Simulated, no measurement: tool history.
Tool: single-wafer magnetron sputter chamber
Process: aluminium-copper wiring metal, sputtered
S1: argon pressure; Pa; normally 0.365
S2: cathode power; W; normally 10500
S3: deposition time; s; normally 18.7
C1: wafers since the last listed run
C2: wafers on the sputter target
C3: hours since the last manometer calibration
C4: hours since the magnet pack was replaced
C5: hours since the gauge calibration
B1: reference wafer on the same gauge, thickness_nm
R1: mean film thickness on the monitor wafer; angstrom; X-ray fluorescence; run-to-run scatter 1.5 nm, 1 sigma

run	hour	S1	S2	S3	C1	C2	C3	C4	C5	B1	R1
1	0	0.365	10500	20.4	0	3380	662.9	4568.7	681.2	350.793	4073.33
2	98.7	0.365	10500	20.4	1219	4600	761.6	4667.4	779.9	351.34	4052.38
3	138.8	0.365	10500	20.4	495	5095	801.7	4707.5	820	350.887	4064.58
4	199.8	0.365	8750	18.7	753	5849	862.7	4768.5	881	350.882	3117.3
5	277	0.365	10500	16.3	954	6803	939.9	4845.7	958.2	351.15	3218.6
# hour 344.3: sputter target and shields replaced
6	359.4	0.365	10500	16.3	919	187	1022.3	4928.1	1040.6	351.118	3246.69
# hour 378: magnet pack replaced
7	399	0.365	10500	16.3	390	577	1061.9	21	1080.2	350.845	3242.85
# hour 407.1: gauge calibrated
8	477.9	0.365	10500	18.7	975	1552	1140.8	99.9	70.8	350.886	3694.06
9	530.1	0.365	8750	18.7	645	2197	1193	152.1	123	350.979	3080.49

For run 10, what comes out?
10	595.7	0.365	12250	18.7	810	3008	1258.6	217.7	188.6	?	?

B1: 351.313
R1: 4258.74 angstrom
The same run, on a tool lacking any hidden state, would have yielded R1 4339.08 angstrom.
